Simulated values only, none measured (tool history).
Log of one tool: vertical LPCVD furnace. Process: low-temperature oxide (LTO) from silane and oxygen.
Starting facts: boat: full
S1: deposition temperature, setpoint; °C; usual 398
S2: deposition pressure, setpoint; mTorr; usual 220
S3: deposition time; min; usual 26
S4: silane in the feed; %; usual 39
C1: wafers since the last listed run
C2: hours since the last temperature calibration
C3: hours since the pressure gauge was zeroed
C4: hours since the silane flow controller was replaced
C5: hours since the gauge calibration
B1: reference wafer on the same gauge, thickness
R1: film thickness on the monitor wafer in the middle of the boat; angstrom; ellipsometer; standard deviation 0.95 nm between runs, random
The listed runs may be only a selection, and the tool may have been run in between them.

run     day   S1   S2    S3  S4    C1      C2      C3      C4     C5      B1      R1
  1       0  393  220    26  39     0  4793.8  3191.5    1813  151.6   239.5  2083.5
  2   2.225  393  220    26  39   984  4847.2  3244.9  1866.4    205  239.82  2090.8
  3   4.142  393  220    26  39   848  4893.2  3290.9  1912.4    251  240.11  2080.5
  4   6.188  392  220  23.5  39   905  4942.3    3340  1961.5  300.1  239.94  1886.7
  5   9.146  392  220  23.5  39  1308  5013.3    3411  2032.5  371.1  240.16  1872.1
  6  10.288  392  220  23.5  39   505  5040.7  3438.4  2059.9  398.5  240.11  1879.1
  7   12.75  398  220    26  39  1089  5099.8  3497.5    2119  457.6  240.41  2209.3
  8  14.146  398  220    26  39   617  5133.3    3531  2152.5  491.1  240.14  2212.9
  9  16.875  398  220    26  39  1207  5198.8  3596.5    2218  556.6  240.21  2215.4
 10  19.179  398  220    26  39  1019  5254.1  3651.8  2273.3  611.9  239.95  2222.7
 11  21.054  398  220    26  39   829  5299.1  3696.8  2318.3  656.9  240.04  2201.3
 12  23.358  398  220    23  39  1019  5354.4  3752.1  2373.6  712.2  240.34  1958.6
       28.2  -- gauge calibrated
     29.225  -- thermocouples replaced and temperature profile calibrated
 13  29.246  398  220    26  39  2162     0.5  3893.4  2514.9   25.1  239.88  2220.3
 14  30.758  398  220    26  39   669    36.8  3929.7  2551.2   61.4  239.87  2208.3
 15  32.588  398  175    26  35   809    80.7  3973.6  2595.1  105.3  239.99  1524.2
 16  35.367  407  250    26  45  1229   147.4  4040.3  2661.8    172  240.02  3270.6
 17  37.621  398  205    34  34   997   201.5  4094.4  2715.9  226.1   240.3  2258.5
 18  38.942  398  220    26  39   584   233.2  4126.1  2747.6  257.8  240.02  2221.9
 19  40.042  398  220  34.5  46   486   259.6  4152.5    2774  284.2  240.16  3556.7
     41.571  -- silane flow controller replaced
 20  42.371  407  220    26  43   588   315.5  4208.4    19.2  340.1  239.97  2720.7
 21  47.904  398  220  35.5  39  2448   448.3  4341.2     152  472.9  240.28    3014
 22  50.179  409  250    26  39  1006   502.9  4395.8   206.6  527.5  239.81  2871.1
     51.958  -- pressure gauge zeroed
 23  52.504  389  220  18.5  39   586   558.7    13.1   262.4  583.3  240.21  1423.8
 24  54.579  398  220    26  34   918   608.5    62.9   312.2  633.1  239.91  1864.8
     56.958  -- gauge calibrated
 25  56.996  398  220    26  39  1069   666.5   120.9   370.2    0.9  239.78    2214
 26  59.338  398  180    26  39  1036   722.7   177.1   426.4   57.1  240.14  1811.4
 27    61.7  398  220    26  39  1045   779.4   233.8   483.1  113.8  240.12  2218.6
 28  64.521  398  220    26  39  1248   847.1   301.5   550.8  181.5  240.17  2193.8
 29  65.683  398  220    26  39   514     875   329.4   578.7  209.4  239.99  2200.1

Each row is a separate what-if for the run after 29, all from the same tool condition, not one after another. Results?
  A  65.871  398  190    26  39  82  879.5  333.9  583.2  213.9   ?   ?
  B  65.871  398  220  17.5  43  82  879.5  333.9  583.2  213.9   ?   ?
  C  65.871  409  260  32.5  36  82  879.5  333.9  583.2  213.9   ?   ?
  D  65.871  394  275  20.5  34  82  879.5  333.9  583.2  213.9   ?   ?

run      B1      R1
  A  239.69  1916.8
  B  239.69    1674
  C  239.69  3350.2
  D  239.69  1745.9
Without the tool's unlogged condition, the same runs would have read:
run      R1
  A  1916.8
  B    1674
  C  3350.2
  D  1745.9
